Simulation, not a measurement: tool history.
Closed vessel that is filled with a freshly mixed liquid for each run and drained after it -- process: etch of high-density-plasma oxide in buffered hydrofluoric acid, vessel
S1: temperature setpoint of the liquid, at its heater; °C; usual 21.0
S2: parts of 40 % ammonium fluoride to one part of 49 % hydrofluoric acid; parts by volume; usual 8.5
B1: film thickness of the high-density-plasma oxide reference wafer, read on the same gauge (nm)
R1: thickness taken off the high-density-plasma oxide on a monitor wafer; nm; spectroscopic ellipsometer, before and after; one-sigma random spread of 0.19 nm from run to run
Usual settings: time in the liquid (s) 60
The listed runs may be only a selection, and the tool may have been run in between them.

run 1 hour=0.0 | S1=21.0 S2=8.5 time_in_the_liquid_(s)=60 | B1=69.99 | R1=65.81
run 2 hour=6.3 | S1=21.0 S2=8.5 time_in_the_liquid_(s)=60 | B1=70.00 | R1=65.73
run 3 hour=14.3 | S1=21.0 S2=8.5 time_in_the_liquid_(s)=60 | B1=69.98 | R1=65.84
run 4 hour=22.7 | S1=21.0 S2=8.5 time_in_the_liquid_(s)=60 | B1=69.99 | R1=65.78
run 5 hour=32.1 | S1=21.0 S2=8.5 time_in_the_liquid_(s)=60 | B1=70.03 | R1=65.70
run 6 hour=39.0 | S1=24.5 S2=8.5 time_in_the_liquid_(s)=60 | B1=70.04 | R1=79.62
run 7 hour=52.5 | S1=21.0 S2=8.5 time_in_the_liquid_(s)=60 | B1=69.97 | R1=65.29
run 8 hour=65.9 | S1=21.0 S2=8.5 time_in_the_liquid_(s)=60 | B1=69.98 | R1=65.30
-- hour=77.2 thermometer replaced
run 9 hour=78.5 | S1=21.0 S2=8.5 time_in_the_liquid_(s)=60 | B1=69.98 | R1=75.41
-- hour=88.0 hydrofluoric acid flow meter replaced
run 10 hour=92.0 | S1=21.0 S2=8.5 time_in_the_liquid_(s)=60 | B1=70.00 | R1=84.80
run 11 hour=104.8 | S1=18.0 S2=5.5 time_in_the_liquid_(s)=35 | B1=70.02 | R1=63.31
-- hour=114.7 gauge calibrated
run 12 hour=118.4 | S1=19.0 S2=10.0 time_in_the_liquid_(s)=40 | B1=70.03 | R1=44.40
run 13 hour=128.6 | S1=23.5 S2=10.0 time_in_the_liquid_(s)=35 | B1=69.95 | R1=49.84
run 14 hour=135.2 | S1=22.5 S2=11.0 time_in_the_liquid_(s)=95 | B1=70.03 | R1=116.68
run 15 hour=147.0 | S1=25.0 S2=5.5 time_in_the_liquid_(s)=90 | B1=69.97 | R1=238.95
run 16 hour=155.1 | S1=23.5 S2=6.0 time_in_the_liquid_(s)=35 | B1=70.02 | R1=79.46
run 17 hour=165.0 | S1=21.0 S2=8.5 time_in_the_liquid_(s)=80 | B1=69.99 | R1=111.97
run 18 hour=174.2 | S1=23.5 S2=10.5 time_in_the_liquid_(s)=60 | B1=70.00 | R1=80.91
run 19 hour=183.8 | S1=24.5 S2=8.5 time_in_the_liquid_(s)=60 | B1=70.01 | R1=101.30
run 20 hour=199.9 | S1=21.0 S2=8.5 time_in_the_liquid_(s)=60 | B1=70.03 | R1=83.84
run 21 hour=211.9 | S1=21.0 S2=8.5 time_in_the_liquid_(s)=60 | B1=70.00 | R1=83.55

Alternative continuations, all from the tool just after run 21; predict every row:
run A hour=212.6 | S1=17.5 S2=8.5 time_in_the_liquid_(s)=60 | B1=? | R1=?
run B hour=212.6 | S1=17.0 S2=9.5 time_in_the_liquid_(s)=50 | B1=? | R1=?
run C hour=212.6 | S1=21.0 S2=8.5 time_in_the_liquid_(s)=45 | B1=? | R1=?
run D hour=212.6 | S1=19.5 S2=10.5 time_in_the_liquid_(s)=60 | B1=? | R1=?

run=A B1=70.00 R1=68.61
run=B B1=70.00 R1=50.69
run=C B1=70.00 R1=62.68
run=D B1=70.00 R1=64.51
Take away the tool's hidden state, keep each run's random variation, and the runs would have read:
run=A R1=70.42
run=B R1=51.81
run=C R1=64.31
run=D R1=66.13

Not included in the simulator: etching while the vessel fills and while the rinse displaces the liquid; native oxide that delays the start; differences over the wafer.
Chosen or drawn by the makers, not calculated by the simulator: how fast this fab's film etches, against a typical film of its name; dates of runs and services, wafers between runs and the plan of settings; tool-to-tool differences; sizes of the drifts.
